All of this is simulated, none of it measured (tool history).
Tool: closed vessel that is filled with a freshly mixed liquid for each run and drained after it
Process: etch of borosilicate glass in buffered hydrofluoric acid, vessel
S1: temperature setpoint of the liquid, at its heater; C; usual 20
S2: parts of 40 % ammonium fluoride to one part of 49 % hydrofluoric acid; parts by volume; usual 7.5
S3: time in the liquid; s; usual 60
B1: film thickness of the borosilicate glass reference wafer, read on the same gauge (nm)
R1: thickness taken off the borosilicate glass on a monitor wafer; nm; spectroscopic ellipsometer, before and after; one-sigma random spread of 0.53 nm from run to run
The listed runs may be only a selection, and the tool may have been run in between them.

run 1 hour=0 | S1=20 S2=9.5 S3=35 | B1=130.02 | R1=37.72
run 2 hour=6.9 | S1=20 S2=9.5 S3=35 | B1=129.99 | R1=38.11
run 3 hour=22.6 | S1=20 S2=9.5 S3=35 | B1=129.98 | R1=38.24
run 4 hour=30.1 | S1=20 S2=7.5 S3=60 | B1=130.02 | R1=85.68
run 5 hour=47.8 | S1=20 S2=6.5 S3=55 | B1=129.97 | R1=87.63
run 6 hour=62.7 | S1=20 S2=6.5 S3=55 | B1=129.98 | R1=87.73
run 7 hour=75.3 | S1=20 S2=6.5 S3=55 | B1=130 | R1=88.37
run 8 hour=88.1 | S1=20 S2=7.5 S3=60 | B1=129.98 | R1=84.19
run 9 hour=103.7 | S1=20 S2=7.5 S3=60 | B1=130 | R1=84.79
run 10 hour=112.2 | S1=20 S2=7.5 S3=60 | B1=130 | R1=84.16
run 11 hour=125.4 | S1=20 S2=7.5 S3=60 | B1=129.97 | R1=84.7
run 12 hour=134.5 | S1=20 S2=7.5 S3=35 | B1=129.97 | R1=49.66
run 13 hour=142.2 | S1=23 S2=6.5 S3=90 | B1=130 | R1=173.05
run 14 hour=159.3 | S1=18 S2=7.5 S3=90 | B1=129.99 | R1=114.32
-- hour=172.7 thermometer replaced
run 15 hour=177.1 | S1=20 S2=7.5 S3=60 | B1=129.96 | R1=85.68
-- hour=188.1 gauge calibrated
run 16 hour=219.9 | S1=23.5 S2=7.5 S3=60 | B1=130.02 | R1=103.99
run 17 hour=237.3 | S1=20 S2=7.5 S3=60 | B1=130.04 | R1=85.95
run 18 hour=245.9 | S1=21.5 S2=9 S3=60 | B1=129.99 | R1=77.2
run 19 hour=256.6 | S1=20 S2=7.5 S3=60 | B1=130.02 | R1=86.04
run 20 hour=269.9 | S1=20 S2=7.5 S3=60 | B1=130 | R1=85.87
-- hour=275.1 hydrofluoric acid flow meter replaced
run 21 hour=285.3 | S1=21.5 S2=9 S3=40 | B1=130 | R1=44.66
run 22 hour=294 | S1=22.5 S2=5 S3=60 | B1=130.01 | R1=125.87
run 23 hour=310.6 | S1=20 S2=7.5 S3=60 | B1=129.99 | R1=76
run 24 hour=319.9 | S1=18.5 S2=7.5 S3=60 | B1=129.97 | R1=69.66
run 25 hour=335.3 | S1=17 S2=7.5 S3=60 | B1=129.99 | R1=65.07
run 26 hour=346.6 | S1=17 S2=7.5 S3=75 | B1=129.99 | R1=81.99
run 27 hour=353.5 | S1=21.5 S2=5 S3=90 | B1=130 | R1=181.86
run 28 hour=363 | S1=21.5 S2=10 S3=60 | B1=130 | R1=62.61
run 29 hour=371.1 | S1=18 S2=10 S3=60 | B1=130 | R1=52.58
run 30 hour=381.7 | S1=22.5 S2=6 S3=60 | B1=129.98 | R1=108.67
run 31 hour=395.8 | S1=20 S2=7.5 S3=35 | B1=130.03 | R1=44.13
run 32 hour=435.6 | S1=17 S2=7.5 S3=50 | B1=129.99 | R1=54.57
run 33 hour=442.5 | S1=20 S2=7.5 S3=60 | B1=130.02 | R1=75.81
run 34 hour=456.2 | S1=17 S2=6 S3=85 | B1=130 | R1=113.3

A few steps of R1 between consecutive runs. Split each: what settings, incoming material and random variation would produce without the hidden state, and what is left over for the hidden state, along with gauge scatter present in only one of the two compared results (measured, and without hidden state):
What the log doesn't record here: liquid colder than its thermometer reads (K); hydrofluoric acid flow above the setpoint (%); gauge reads high (%).
Run 3 -> 4: S2 9.5 -> 7.5, S3 35 -> 60. R1 +47.44 nm: hidden state +5.66, all else +41.78.
Run 12 -> 13: S1 20 -> 23, S2 7.5 -> 6.5, S3 35 -> 90. R1 +123.39 nm: hidden state +11.91, all else +111.48.
Run 20 -> 21: S1 20 -> 21.5, S2 7.5 -> 9, S3 60 -> 40, hydrofluoric acid flow meter replaced. R1 -41.21 nm: hidden state -10.49, all else -30.72.
Run 26 -> 27: S1 17 -> 21.5, S2 7.5 -> 5, S3 75 -> 90. R1 +99.87 nm: hidden state +0.95, all else +98.92.
Run 27 -> 28: S2 5 -> 10, S3 90 -> 60. R1 -119.25 nm: hidden state -1.32, all else -117.93.
